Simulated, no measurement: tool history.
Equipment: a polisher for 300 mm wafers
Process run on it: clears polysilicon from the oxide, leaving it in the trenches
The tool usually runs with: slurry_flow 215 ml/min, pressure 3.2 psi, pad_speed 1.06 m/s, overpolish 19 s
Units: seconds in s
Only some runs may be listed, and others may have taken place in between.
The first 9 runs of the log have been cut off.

run    hour  slurry_flow  pressure  pad_speed  overpolish  wafers since the last listed run  wafers polished on this pad  hours since the slurry nozzle was cleaned  hours since the head pressure was calibrated  incoming thickness of the incoming film, nm  seconds
 10   680.8          215       3.2       1.06          19                              1113                         5758                                      597.4                                        1087.5                                        445.4     25.7
      710.2  -- slurry nozzle cleaned
 11   786.4          215       3.2       1.06          19                              1148                         6907                                       76.2                                        1193.1                                          435     24.6
 12     884          215       3.2       1.06          19                              1071                         7978                                      173.8                                        1290.7                                        444.2       25
      906.6  -- worn pad replaced by a new one
 13   920.5          215       3.2       1.06          19                               356                          152                                      210.3                                        1327.2                                        434.5     23.5
      940.1  -- head pressure recalibrated
 14   981.7          215       3.2       1.06          19                               650                          802                                      271.5                                          41.6                                        432.9       27
 15  1020.9          215       3.2       0.72          19                               430                         1233                                      310.7                                          80.8                                          442     39.1
 16  1085.1          140       2.5        1.3          26                               705                         1938                                      374.9                                           145                                        438.4       28
 17  1183.7          155       3.2       1.06          14                              1082                         3020                                      473.5                                         243.6                                        441.8     28.2
 18  1291.3          215       3.2       1.06          19                              1181                         4202                                      581.1                                         351.2                                          431     26.8
 19    1357          190       3.2       1.06          19                               721                         4923                                      646.8                                         416.9                                        433.9     26.6
     1376.5  -- slurry nozzle cleaned
 20  1450.6          215       3.2       1.06          19                              1016                         5940                                       74.1                                         510.5                                        443.9     26.9
     1503.6  -- worn pad replaced by a new one
 21  1735.2          215       3.2       1.06          19                              3081                         2543                                      358.7                                         795.1                                        442.8     26.6
 22  1839.4          215       3.2       1.06          19                              1144                         3688                                      462.9                                         899.3                                        442.8     25.6
 23  1914.7          240       3.2       0.82          28                               826                         4514                                      538.2                                         974.6                                        435.9     31.2
 24    2020          235       3.2       1.06          19                              1156                         5671                                      643.5                                        1079.9                                        440.5     24.5
 25  2061.2          215       3.2       1.06          19                               452                         6123                                      684.7                                        1121.1                                        438.1       25
     2090.1  -- slurry nozzle cleaned
 26  2109.1          190       2.7       0.94          28                               515                         6638                                         19                                          1169                                        436.2     31.1
     2111.3  -- head pressure recalibrated
       2137  -- worn pad replaced by a new one
 27  2162.7          180       2.2       1.06          19                               522                          282                                       72.6                                          51.4                                        440.6     38.5
 28  2242.8          215       3.2       0.76           8                               879                         1161                                      152.7                                         131.5                                          440     37.1
 29  2350.5          215       2.2       1.38           9                              1182                         2344                                      260.4                                         239.2                                        436.7     29.1
 30  2458.2          215       3.2       0.96          23                              1182                         3527                                      368.1                                         346.9                                        433.6     28.7
 31  2557.5          185       3.2       1.16          19                              1090                         4617                                      467.4                                         446.2                                        433.9       25
 32    2659          215       3.2       1.06          12                              1114                         5732                                      568.9                                         547.7                                        441.3     26.8
     2729.4  -- slurry nozzle cleaned
 33  2748.8          215       3.2       1.06          19                               975                         6707                                       19.4                                         637.5                                        433.9       26
 34  2815.3          180       3.2       1.06          26                               730                         7437                                       85.9                                           704                                        434.1     26.7

Branching from run 34: 4 alternative next runs. What would each branch give?
  A  2815.7          215       3.2       1.06          19                                 4                         7442                                       86.3                                         704.4                                        441.7        ?
  B  2815.7          215       2.2       0.82          27                                 4                         7442                                       86.3                                         704.4                                        441.7        ?
  C  2815.7          215       2.8       0.94          19                                 4                         7442                                       86.3                                         704.4                                        441.7        ?
  D  2815.7          255       2.3        0.7          27                                 4                         7442                                       86.3                                         704.4                                        441.7        ?

run  seconds
  A     26.2
  B     44.7
  C     32.6
  D     48.8
With the hidden condition removed and each run's random variation left untouched, the same runs would have given:
run  seconds
  A       27
  B     46.1
  C     33.7
  D     50.4

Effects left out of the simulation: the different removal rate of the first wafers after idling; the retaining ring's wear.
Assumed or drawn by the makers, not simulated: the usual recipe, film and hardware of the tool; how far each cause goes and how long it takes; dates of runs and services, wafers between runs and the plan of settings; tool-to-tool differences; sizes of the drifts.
